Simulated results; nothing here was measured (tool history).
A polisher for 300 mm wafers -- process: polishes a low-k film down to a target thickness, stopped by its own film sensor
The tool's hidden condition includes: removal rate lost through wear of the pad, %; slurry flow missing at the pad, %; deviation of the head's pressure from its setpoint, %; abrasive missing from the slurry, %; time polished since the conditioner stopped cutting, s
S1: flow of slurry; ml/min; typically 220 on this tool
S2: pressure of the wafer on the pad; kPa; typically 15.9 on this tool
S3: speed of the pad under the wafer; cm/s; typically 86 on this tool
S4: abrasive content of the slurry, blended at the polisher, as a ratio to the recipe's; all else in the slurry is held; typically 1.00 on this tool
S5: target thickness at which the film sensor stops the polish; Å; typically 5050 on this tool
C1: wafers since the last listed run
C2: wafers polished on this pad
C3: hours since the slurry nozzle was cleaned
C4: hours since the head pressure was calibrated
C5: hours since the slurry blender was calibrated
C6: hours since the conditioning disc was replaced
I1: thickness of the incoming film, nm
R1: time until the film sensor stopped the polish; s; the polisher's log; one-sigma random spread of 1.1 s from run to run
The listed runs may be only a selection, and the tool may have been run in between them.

run 1 day=0.000 | S1=220 S2=15.9 S3=86 S4=1.00 S5=4990 | C1=0 C2=607 C3=333.3 C4=269.9 C5=403.1 C6=12.6 | I1=548.9 | R1=96.2
-- day=0.604 slurry blender recalibrated
run 2 day=2.933 | S1=220 S2=15.9 S3=86 S4=1.00 S5=5050 | C1=579 C2=1186 C3=403.7 C4=340.3 C5=55.9 C6=83.0 | I1=545.5 | R1=77.9
run 3 day=3.938 | S1=220 S2=15.9 S3=86 S4=1.00 S5=5050 | C1=204 C2=1390 C3=427.8 C4=364.4 C5=80.0 C6=107.1 | I1=558.4 | R1=101.0
-- day=4.988 worn pad replaced by a new one
run 4 day=5.492 | S1=220 S2=15.9 S3=86 S4=1.00 S5=5050 | C1=281 C2=102 C3=465.1 C4=401.7 C5=117.3 C6=144.4 | I1=548.7 | R1=85.3
-- day=7.042 conditioning disc replaced and pad reconditioned
run 5 day=7.692 | S1=220 S2=15.9 S3=86 S4=1.00 S5=5050 | C1=430 C2=532 C3=517.9 C4=454.5 C5=170.1 C6=15.6 | I1=547.8 | R1=84.5
run 6 day=9.825 | S1=220 S2=15.9 S3=86 S4=1.00 S5=5050 | C1=433 C2=966 C3=569.1 C4=505.7 C5=221.3 C6=66.8 | I1=544.9 | R1=79.2
run 7 day=11.788 | S1=220 S2=15.9 S3=86 S4=1.00 S5=5050 | C1=398 C2=1365 C3=616.2 C4=552.8 C5=268.4 C6=113.9 | I1=551.2 | R1=93.6
-- day=12.754 worn pad replaced by a new one
-- day=13.617 conditioning disc replaced and pad reconditioned
run 8 day=13.862 | S1=220 S2=15.9 S3=86 S4=1.00 S5=5170 | C1=370 C2=208 C3=666.0 C4=602.6 C5=318.2 C6=5.9 | I1=544.2 | R1=54.5
run 9 day=15.288 | S1=220 S2=15.9 S3=86 S4=1.00 S5=5050 | C1=289 C2=498 C3=700.2 C4=636.8 C5=352.4 C6=40.1 | I1=548.4 | R1=88.6
run 10 day=17.075 | S1=280 S2=18.6 S3=86 S4=1.00 S5=5050 | C1=363 C2=861 C3=743.1 C4=679.7 C5=395.3 C6=83.0 | I1=540.4 | R1=58.4
-- day=18.192 slurry blender recalibrated
-- day=19.108 worn pad replaced by a new one
run 11 day=20.054 | S1=220 S2=15.9 S3=86 S4=1.00 S5=4990 | C1=554 C2=191 C3=814.6 C4=751.2 C5=44.7 C6=154.5 | I1=550.0 | R1=104.2
-- day=20.167 slurry nozzle cleaned
-- day=21.312 conditioning disc replaced and pad reconditioned
run 12 day=21.333 | S1=220 S2=15.9 S3=86 S4=0.75 S5=5050 | C1=234 C2=426 C3=28.0 C4=781.9 C5=75.4 C6=0.5 | I1=561.8 | R1=120.6
run 13 day=23.825 | S1=220 S2=19.3 S3=86 S4=1.15 S5=5050 | C1=506 C2=932 C3=87.8 C4=841.7 C5=135.2 C6=60.3 | I1=544.1 | R1=56.5
run 14 day=25.067 | S1=220 S2=15.9 S3=86 S4=1.10 S5=5050 | C1=252 C2=1185 C3=117.6 C4=871.5 C5=165.0 C6=90.1 | I1=551.2 | R1=84.0
-- day=26.408 worn pad replaced by a new one, of another model than before
run 15 day=27.042 | S1=290 S2=17.2 S3=86 S4=1.00 S5=4950 | C1=367 C2=128 C3=165.0 C4=918.9 C5=212.4 C6=137.5 | I1=544.9 | R1=82.4
-- day=27.983 conditioning disc replaced and pad reconditioned
-- day=29.112 head pressure recalibrated
-- day=32.042 slurry blender recalibrated
-- day=33.512 worn pad replaced by a new one
run 16 day=35.083 | S1=280 S2=15.9 S3=86 S4=1.00 S5=4960 | C1=1549 C2=318 C3=358.0 C4=143.3 C5=73.0 C6=170.4 | I1=552.0 | R1=104.6
-- day=36.092 conditioning disc replaced and pad reconditioned
run 17 day=36.462 | S1=220 S2=18.6 S3=86 S4=0.75 S5=4900 | C1=263 C2=582 C3=391.1 C4=176.4 C5=106.1 C6=8.9 | I1=554.1 | R1=125.2

Consider 3 possible next runs. They are alternatives, not a sequence: every one starts from the tool as it was left by run 17. What does each give?
run A day=36.483 | S1=220 S2=15.9 S3=86 S4=1.00 S5=5050 | C1=4 C2=586 C3=391.6 C4=176.9 C5=106.6 C6=9.4 | I1=539.6 | R1=?
run B day=36.483 | S1=220 S2=20.7 S3=72 S4=0.80 S5=4990 | C1=4 C2=586 C3=391.6 C4=176.9 C5=106.6 C6=9.4 | I1=539.6 | R1=?
run C day=36.483 | S1=220 S2=14.5 S3=86 S4=0.85 S5=5050 | C1=4 C2=586 C3=391.6 C4=176.9 C5=106.6 C6=9.4 | I1=539.6 | R1=?

run=A R1=67.8
run=B R1=77.2
run=C R1=77.7
Take away the tool's hidden state, keep each run's random variation, and the runs would have read:
run=A R1=63.9
run=B R1=72.7
run=C R1=73.1
